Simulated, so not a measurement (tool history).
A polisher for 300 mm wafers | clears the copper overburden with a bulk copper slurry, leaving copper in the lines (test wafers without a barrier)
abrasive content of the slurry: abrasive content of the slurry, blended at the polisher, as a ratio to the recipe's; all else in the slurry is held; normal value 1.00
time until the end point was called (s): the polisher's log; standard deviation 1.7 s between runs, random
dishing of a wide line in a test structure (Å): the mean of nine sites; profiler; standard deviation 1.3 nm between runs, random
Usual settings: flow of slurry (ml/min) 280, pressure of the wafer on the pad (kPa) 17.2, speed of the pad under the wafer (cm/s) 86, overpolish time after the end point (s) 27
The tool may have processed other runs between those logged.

run	day	flow of slurry (ml/min)	pressure of the wafer on the pad (kPa)	speed of the pad under the wafer (cm/s)	abrasive content of the slurry	overpolish time after the end point (s)	incoming thickness of the incoming film, nm	time until the end point was called (s)	dishing of a wide line in a test structure (Å)
1	0.000	280	20.0	86	1.00	27	681.9	76.6	1117
# day 4.896: worn pad replaced by a new one
# day 7.692: slurry blender recalibrated
# day 7.708: slurry nozzle cleaned
2	11.888	340	17.2	86	1.00	27	684.7	88.3	990
3	13.471	280	17.2	86	1.00	27	683.3	87.0	951
4	16.325	280	17.2	86	1.00	27	679.7	92.3	990
5	18.296	280	17.2	86	1.00	27	697.1	93.9	994
6	21.583	280	19.3	96	1.00	27	678.3	75.7	1100
7	23.529	280	19.3	96	1.00	27	687.7	78.1	1068
# day 27.317: head pressure recalibrated
8	27.338	280	19.3	96	1.00	27	684.2	70.9	1112
# day 29.562: worn pad replaced by a new one
9	30.633	280	17.2	86	1.00	27	689.4	88.5	995
# day 31.408: slurry blender recalibrated
10	34.458	250	17.2	86	1.00	13	689.7	91.0	611
# day 35.958: slurry nozzle cleaned
11	36.012	280	17.2	86	1.00	27	676.5	88.4	992
12	37.971	280	19.3	96	1.00	27	695.1	76.0	1110
13	41.658	280	20.0	86	0.70	27	678.8	94.8	1004
14	44.771	280	17.2	86	1.00	27	675.6	93.4	969
15	47.892	280	12.4	86	0.90	27	694.4	128.0	751
16	51.562	230	22.1	68	1.10	27	685.7	94.8	995
17	54.671	280	17.2	86	1.00	27	684.8	97.4	968
# day 55.167: slurry blender recalibrated
# day 55.767: worn pad replaced by a new one, of another model than before
18	58.167	280	13.8	86	1.00	27	685.7	101.3	893
# day 58.312: slurry nozzle cleaned
19	61.838	280	12.4	66	1.00	18	680.5	129.6	604
# day 61.975: head pressure recalibrated
20	65.375	330	17.2	86	0.75	27	687.5	97.9	952
21	69.312	310	17.2	86	1.15	27	674.2	81.6	1019
22	72.850	250	17.2	106	0.75	33	693.5	92.5	1092

What will run 23 give?
23	76.250	240	17.2	102	1.00	35	679.6	?	?

{"run 23": {"time until the end point was called (s)": 80.1, "dishing of a wide line in a test structure (Å)": 1152}}
Without the tool's hidden state the same run would have given time until the end point was called (s) 78.0, dishing of a wide line in a test structure (Å) 1171.
